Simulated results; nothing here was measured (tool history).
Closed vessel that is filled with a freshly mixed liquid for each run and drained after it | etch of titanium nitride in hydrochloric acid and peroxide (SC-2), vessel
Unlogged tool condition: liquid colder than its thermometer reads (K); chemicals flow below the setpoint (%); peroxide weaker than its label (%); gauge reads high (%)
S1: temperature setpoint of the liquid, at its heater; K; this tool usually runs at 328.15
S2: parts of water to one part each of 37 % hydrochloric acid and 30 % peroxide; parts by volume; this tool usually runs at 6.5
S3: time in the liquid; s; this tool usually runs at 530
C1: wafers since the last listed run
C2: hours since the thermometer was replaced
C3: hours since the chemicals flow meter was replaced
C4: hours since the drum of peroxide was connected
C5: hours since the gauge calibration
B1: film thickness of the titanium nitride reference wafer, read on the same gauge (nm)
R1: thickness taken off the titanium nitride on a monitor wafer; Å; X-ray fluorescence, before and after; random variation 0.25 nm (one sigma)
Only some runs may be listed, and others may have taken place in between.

run,hour,S1,S2,S3,C1,C2,C3,C4,C5,B1,R1
1,0,328.15,6.5,530,0,273.3,1003.7,232,811.7,99.96,320
2,42.1,328.15,6.5,530,3603,315.4,1045.8,274.1,853.8,99.98,320.3
3,74.3,328.15,6.5,530,2755,347.6,1078,306.3,886,100,312.9
4,107.2,328.15,6.5,530,2815,380.5,1110.9,339.2,918.9,100,317.1
5,172.6,328.15,6.5,290,5597,445.9,1176.3,404.6,984.3,100.01,174.5
6,236.8,328.15,6.5,290,5494,510.1,1240.5,468.8,1048.5,99.98,171.9
7,272.9,328.15,6.5,290,3089,546.2,1276.6,504.9,1084.6,99.97,171.1
8,317.7,328.15,5.5,530,3834,591,1321.4,549.7,1129.4,100.03,356.4
9,343.3,328.15,5.5,530,2190,616.6,1347,575.3,1155,100.01,359.4
10,410.1,328.15,6.5,365,5716,683.4,1413.8,642.1,1221.8,100,214.7
11,477.3,331.65,4,530,5751,750.6,1481,709.3,1289,100.04,550.1
12,504.7,328.15,9.5,530,2344,778,1508.4,736.7,1316.4,100.02,232.3
13,558.3,332.15,7.5,330,4587,831.6,1562,790.3,1370,99.99,225.6
14,594.5,334.65,6.5,670,3098,867.8,1598.2,826.5,1406.2,100,595.8
15,650.6,336.65,8,270,4801,923.9,1654.3,882.6,1462.3,100,227.8
16,680.7,328.15,6.5,530,2576,954,1684.4,912.7,1492.4,99.98,310.3
17,743.2,328.15,5,265,5348,1016.5,1746.9,975.2,1554.9,100.03,188
18,775.5,328.15,9,530,2764,1048.8,1779.2,1007.5,1587.2,100.02,237.4
# hour 784.5: gauge calibrated
19,830.9,332.15,4,530,4741,1104.2,1834.6,1062.9,46.4,99.99,567.5
20,874.4,328.15,6.5,530,3722,1147.7,1878.1,1106.4,89.9,100.03,305.9
# hour 903.2: chemicals flow meter replaced
21,913.4,331.15,6.5,530,3252,1186.7,10.2,1145.4,128.9,100.01,373.7
22,958.3,334.65,6.5,670,3842,1231.6,55.1,1190.3,173.8,100,583.2
23,988.7,336.15,4.5,230,2601,1262,85.5,1220.7,204.2,99.99,291.2
# hour 1036.7: thermometer replaced
24,1041.2,335.65,8,615,4407,4.5,138,1273.2,256.7,99.98,485.1
# hour 1054.9: new drum of peroxide connected
25,1069,319.15,6.5,305,2293,32.3,165.8,14.1,284.5,100.04,102.1
26,1123.3,336.15,4.5,230,4647,86.6,220.1,68.4,338.8,99.98,300.3
27,1286.7,335.65,6.5,530,13984,250,383.5,231.8,502.2,100.01,514.1
28,1316,328.15,6.5,530,2507,279.3,412.8,261.1,531.5,100.02,317.8
29,1487.4,320.15,5.5,265,14668,450.7,584.2,432.5,702.9,100,105.9

What if the next run were any one of these 4? Each begins from the tool's condition after run 29:
A,1488.2,328.15,6.5,530,68,451.5,585,433.3,703.7,?,?
B,1488.2,328.15,6.5,800,68,451.5,585,433.3,703.7,?,?
C,1488.2,328.15,4,530,68,451.5,585,433.3,703.7,?,?
D,1488.2,320.15,9,530,68,451.5,585,433.3,703.7,?,?

run,B1,R1
A,100,316.2
B,100,477.3
C,100,448.4
D,100,143.7
Take away the tool's hidden state, keep each run's random variation, and the runs would have read:
run,R1
A,322.6
B,486.9
C,457
D,146.7

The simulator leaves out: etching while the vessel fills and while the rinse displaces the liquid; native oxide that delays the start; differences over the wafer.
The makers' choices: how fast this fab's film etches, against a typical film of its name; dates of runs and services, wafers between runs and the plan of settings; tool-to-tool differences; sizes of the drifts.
